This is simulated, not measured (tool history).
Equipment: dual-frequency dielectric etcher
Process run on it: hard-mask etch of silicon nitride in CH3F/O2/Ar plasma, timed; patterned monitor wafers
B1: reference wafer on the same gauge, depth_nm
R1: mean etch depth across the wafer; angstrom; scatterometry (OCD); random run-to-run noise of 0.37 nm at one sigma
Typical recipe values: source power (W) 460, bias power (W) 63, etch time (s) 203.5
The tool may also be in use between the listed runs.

{"run": 1, "day": 0.0, "source power (W)": 460, "bias power (W)": 63, "etch time (s)": 203.5, "B1": 143, "R1": 1373}
{"run": 2, "day": 1.267, "source power (W)": 460, "bias power (W)": 63, "etch time (s)": 203.5, "B1": 143, "R1": 1379}
{"run": 3, "day": 2.388, "source power (W)": 460, "bias power (W)": 63, "etch time (s)": 203.5, "B1": 143.1, "R1": 1368}
{"run": 4, "day": 3.842, "source power (W)": 510, "bias power (W)": 63, "etch time (s)": 203.5, "B1": 143.1, "R1": 1432}
{"run": 5, "day": 6.162, "source power (W)": 510, "bias power (W)": 63, "etch time (s)": 203.5, "B1": 142.9, "R1": 1420}
{"run": 6, "day": 7.496, "source power (W)": 510, "bias power (W)": 63, "etch time (s)": 203.5, "B1": 143, "R1": 1415}
{"run": 7, "day": 8.471, "source power (W)": 460, "bias power (W)": 63, "etch time (s)": 251.5, "B1": 143, "R1": 1679}
{"day": 10.004, "done": "wet clean of the chamber"}
{"run": 8, "day": 10.025, "source power (W)": 460, "bias power (W)": 63, "etch time (s)": 251.5, "B1": 142.9, "R1": 1721}
{"run": 9, "day": 10.717, "source power (W)": 460, "bias power (W)": 63, "etch time (s)": 251.5, "B1": 143, "R1": 1722}
{"run": 10, "day": 11.462, "source power (W)": 460, "bias power (W)": 63, "etch time (s)": 203.5, "B1": 142.9, "R1": 1393}
{"run": 11, "day": 12.508, "source power (W)": 460, "bias power (W)": 63, "etch time (s)": 203.5, "B1": 143, "R1": 1387}
{"day": 12.879, "done": "source power generator calibrated"}
{"day": 13.575, "done": "upper electrode replaced"}
{"day": 13.642, "done": "gauge calibrated"}
{"run": 12, "day": 13.717, "source power (W)": 490, "bias power (W)": 63, "etch time (s)": 203.5, "B1": 142.9, "R1": 1415}
{"run": 13, "day": 14.3, "source power (W)": 490, "bias power (W)": 63, "etch time (s)": 203.5, "B1": 143.1, "R1": 1422}
{"run": 14, "day": 14.854, "source power (W)": 460, "bias power (W)": 63, "etch time (s)": 249, "B1": 143, "R1": 1701}
{"run": 15, "day": 16.096, "source power (W)": 420, "bias power (W)": 73, "etch time (s)": 203.5, "B1": 142.9, "R1": 1390}
{"run": 16, "day": 16.846, "source power (W)": 460, "bias power (W)": 63, "etch time (s)": 203.5, "B1": 142.9, "R1": 1380}
{"day": 19.225, "done": "bias power generator calibrated"}
{"run": 17, "day": 20.9, "source power (W)": 460, "bias power (W)": 63, "etch time (s)": 203.5, "B1": 143.1, "R1": 1378}
{"run": 18, "day": 21.479, "source power (W)": 510, "bias power (W)": 63, "etch time (s)": 203.5, "B1": 143, "R1": 1432}
{"run": 19, "day": 22.612, "source power (W)": 530, "bias power (W)": 76, "etch time (s)": 225.5, "B1": 143.1, "R1": 1689}

What does the tool deliver on the next run?
{"run": 20, "day": 23.938, "source power (W)": 490, "bias power (W)": 63, "etch time (s)": 203.5, "B1": "?", "R1": "?"}

Run 20 gave B1 143, R1 1408 angstrom.
On a tool with no hidden condition, and with the same random variation, this run would have come out at R1 1438 angstrom.
